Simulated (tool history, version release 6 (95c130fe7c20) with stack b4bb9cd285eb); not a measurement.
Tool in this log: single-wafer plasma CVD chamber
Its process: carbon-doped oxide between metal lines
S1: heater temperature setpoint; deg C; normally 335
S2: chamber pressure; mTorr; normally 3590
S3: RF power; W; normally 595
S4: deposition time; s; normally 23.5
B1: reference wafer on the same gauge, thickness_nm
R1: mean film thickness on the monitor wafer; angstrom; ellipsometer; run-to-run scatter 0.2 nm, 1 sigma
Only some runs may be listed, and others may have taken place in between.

Run 1, hour 0: usual settings but S2 3120 mTorr; B1 151.012. Result: R1 1211.16 angstrom.
Run 2, hour 16.3: usual settings but S2 3120 mTorr; B1 150.945. Result: R1 1207.27 angstrom.
Run 3, hour 30.1: usual settings but S2 3120 mTorr; B1 150.999. Result: R1 1210.32 angstrom.
Run 4, hour 45.5: usual settings but S2 2950 mTorr; B1 150.953. Result: R1 1203.68 angstrom.
Run 5, hour 59: usual settings but S2 2950 mTorr; B1 151.028. Result: R1 1203.46 angstrom.
Run 6, hour 69.9: usual settings but S2 2950 mTorr; B1 150.954. Result: R1 1201.36 angstrom.
At hour 72: gauge calibrated.
Run 7, hour 84.8: usual settings but S1 346 deg C; B1 151.038. Result: R1 1183.02 angstrom.
Run 8, hour 100.3: usual settings but S1 346 deg C; B1 151.041. Result: R1 1185.84 angstrom.
At hour 111: thermocouple changed; heater temperature recalibrated.
Run 9, hour 111.5: usual settings but S1 346 deg C; B1 151.008. Result: R1 1179.26 angstrom.
Run 10, hour 116.9: usual settings but S2 4000 mTorr; B1 150.998. Result: R1 1228.06 angstrom.

Forecast run 11:
At hour 139.8: capacitance manometer re-zeroed and calibrated.
At hour 152: RF generator calibrated.
Run 11, hour 152.5: usual settings but S1 324 deg C, S2 3940 mTorr, S3 510 W; B1 ?. Result: R1 ?.

Run 11 measured B1 150.995, R1 1007.02 angstrom.
Minus the tool's unlogged condition, the same run would have read R1 1149.49 angstrom.

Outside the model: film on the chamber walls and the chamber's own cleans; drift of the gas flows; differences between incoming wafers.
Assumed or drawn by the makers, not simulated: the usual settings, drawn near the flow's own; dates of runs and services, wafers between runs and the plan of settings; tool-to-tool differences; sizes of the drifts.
